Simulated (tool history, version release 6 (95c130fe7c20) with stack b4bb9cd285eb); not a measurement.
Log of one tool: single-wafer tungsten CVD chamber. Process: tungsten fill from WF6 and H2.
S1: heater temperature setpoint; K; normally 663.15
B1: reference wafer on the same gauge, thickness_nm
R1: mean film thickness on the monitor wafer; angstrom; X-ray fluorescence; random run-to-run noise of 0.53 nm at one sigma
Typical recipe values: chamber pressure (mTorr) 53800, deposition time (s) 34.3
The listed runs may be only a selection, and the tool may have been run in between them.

{"run": 1, "hour": 0.0, "S1": 663.15, "chamber pressure (mTorr)": 53800, "deposition time (s)": 34.3, "B1": 101.669, "R1": 1064.16}
{"hour": 4.9, "done": "gauge calibrated"}
{"run": 2, "hour": 22.8, "S1": 663.15, "chamber pressure (mTorr)": 53800, "deposition time (s)": 34.3, "B1": 101.598, "R1": 1054.57}
{"run": 3, "hour": 45.4, "S1": 663.15, "chamber pressure (mTorr)": 45500, "deposition time (s)": 34.3, "B1": 101.659, "R1": 979.15}
{"run": 4, "hour": 75.5, "S1": 663.15, "chamber pressure (mTorr)": 45500, "deposition time (s)": 34.3, "B1": 101.563, "R1": 985.48}
{"run": 5, "hour": 104.4, "S1": 663.15, "chamber pressure (mTorr)": 45500, "deposition time (s)": 34.3, "B1": 101.683, "R1": 987.34}
{"run": 6, "hour": 129.3, "S1": 663.15, "chamber pressure (mTorr)": 53800, "deposition time (s)": 37.3, "B1": 101.743, "R1": 1175.36}
{"run": 7, "hour": 155.8, "S1": 663.15, "chamber pressure (mTorr)": 53800, "deposition time (s)": 37.3, "B1": 101.791, "R1": 1177.0}
{"run": 8, "hour": 175.2, "S1": 663.15, "chamber pressure (mTorr)": 53800, "deposition time (s)": 34.3, "B1": 101.807, "R1": 1066.12}
{"run": 9, "hour": 203.6, "S1": 663.15, "chamber pressure (mTorr)": 53800, "deposition time (s)": 34.3, "B1": 101.835, "R1": 1082.81}
{"run": 10, "hour": 220.5, "S1": 663.15, "chamber pressure (mTorr)": 53800, "deposition time (s)": 34.3, "B1": 101.57, "R1": 1085.14}
{"hour": 284.9, "done": "showerhead replaced"}
{"run": 11, "hour": 327.2, "S1": 663.15, "chamber pressure (mTorr)": 53800, "deposition time (s)": 29.5, "B1": 101.812, "R1": 932.51}
{"run": 12, "hour": 351.6, "S1": 663.15, "chamber pressure (mTorr)": 53800, "deposition time (s)": 29.5, "B1": 101.554, "R1": 954.06}
{"run": 13, "hour": 374.2, "S1": 670.15, "chamber pressure (mTorr)": 53800, "deposition time (s)": 34.3, "B1": 101.72, "R1": 1217.19}
{"run": 14, "hour": 472.3, "S1": 659.15, "chamber pressure (mTorr)": 53800, "deposition time (s)": 34.3, "B1": 101.994, "R1": 1049.28}
{"hour": 498.6, "done": "gauge calibrated"}
{"run": 15, "hour": 501.8, "S1": 659.15, "chamber pressure (mTorr)": 53800, "deposition time (s)": 34.3, "B1": 101.575, "R1": 1041.94}
{"run": 16, "hour": 524.5, "S1": 659.15, "chamber pressure (mTorr)": 53800, "deposition time (s)": 34.3, "B1": 101.794, "R1": 1049.82}
{"run": 17, "hour": 546.3, "S1": 659.15, "chamber pressure (mTorr)": 53800, "deposition time (s)": 34.3, "B1": 101.894, "R1": 1053.43}
{"hour": 564.2, "done": "thermocouple changed; heater temperature recalibrated"}
{"hour": 572.4, "done": "capacitance manometer re-zeroed and calibrated"}
{"run": 18, "hour": 572.9, "S1": 663.15, "chamber pressure (mTorr)": 53800, "deposition time (s)": 37.1, "B1": 101.726, "R1": 1082.38}
{"run": 19, "hour": 586.3, "S1": 674.15, "chamber pressure (mTorr)": 53800, "deposition time (s)": 36.4, "B1": 101.966, "R1": 1280.13}
{"run": 20, "hour": 606.8, "S1": 649.15, "chamber pressure (mTorr)": 58500, "deposition time (s)": 34.3, "B1": 101.708, "R1": 818.35}
{"run": 21, "hour": 632.6, "S1": 659.15, "chamber pressure (mTorr)": 66300, "deposition time (s)": 34.3, "B1": 101.663, "R1": 1020.57}
{"run": 22, "hour": 645.2, "S1": 663.15, "chamber pressure (mTorr)": 53800, "deposition time (s)": 34.3, "B1": 101.561, "R1": 999.79}
{"run": 23, "hour": 669.2, "S1": 663.15, "chamber pressure (mTorr)": 53800, "deposition time (s)": 38.2, "B1": 101.592, "R1": 1127.08}
{"run": 24, "hour": 696.7, "S1": 663.15, "chamber pressure (mTorr)": 53800, "deposition time (s)": 34.3, "B1": 101.862, "R1": 997.07}
{"run": 25, "hour": 709.3, "S1": 673.15, "chamber pressure (mTorr)": 61900, "deposition time (s)": 34.3, "B1": 101.704, "R1": 1252.32}
{"run": 26, "hour": 744.6, "S1": 674.15, "chamber pressure (mTorr)": 65000, "deposition time (s)": 36.4, "B1": 101.517, "R1": 1379.62}
{"run": 27, "hour": 771.6, "S1": 663.15, "chamber pressure (mTorr)": 53800, "deposition time (s)": 34.3, "B1": 101.388, "R1": 999.8}
{"run": 28, "hour": 784.4, "S1": 675.15, "chamber pressure (mTorr)": 53800, "deposition time (s)": 34.3, "B1": 101.743, "R1": 1225.38}
{"run": 29, "hour": 797.9, "S1": 663.15, "chamber pressure (mTorr)": 53800, "deposition time (s)": 34.3, "B1": 101.758, "R1": 1012.79}
{"run": 30, "hour": 827.8, "S1": 653.15, "chamber pressure (mTorr)": 64400, "deposition time (s)": 32.0, "B1": 101.71, "R1": 850.82}
{"run": 31, "hour": 852.2, "S1": 657.15, "chamber pressure (mTorr)": 58900, "deposition time (s)": 30.8, "B1": 101.715, "R1": 850.24}
{"run": 32, "hour": 871.0, "S1": 657.15, "chamber pressure (mTorr)": 48900, "deposition time (s)": 27.7, "B1": 101.575, "R1": 698.34}

State the hidden condition of the tool at each of the runs:
true pressure above the setpoint (%): 0 across all the runs
gauge reads high (%): 0 across all the runs
H1: wafer temperature above the value expected at the setpoint (K)
run=1 H1=3.69
run=2 H1=3.81
run=3 H1=3.94
run=4 H1=4.11
run=5 H1=4.28
run=6 H1=4.43
run=7 H1=4.58
run=8 H1=4.7
run=9 H1=4.88
run=10 H1=4.98
run=11 H1=5.68
run=12 H1=5.84
run=13 H1=6
run=14 H1=6.69
run=15 H1=6.91
run=16 H1=7.07
run=17 H1=7.24
run=18 H1=0.463
run=19 H1=0.464
run=20 H1=0.466
run=21 H1=0.472
run=22 H1=0.475
run=23 H1=0.484
run=24 H1=0.497
run=25 H1=0.503
run=26 H1=0.525
run=27 H1=0.546
run=28 H1=0.556
run=29 H1=0.568
run=30 H1=0.597
run=31 H1=0.622
run=32 H1=0.644
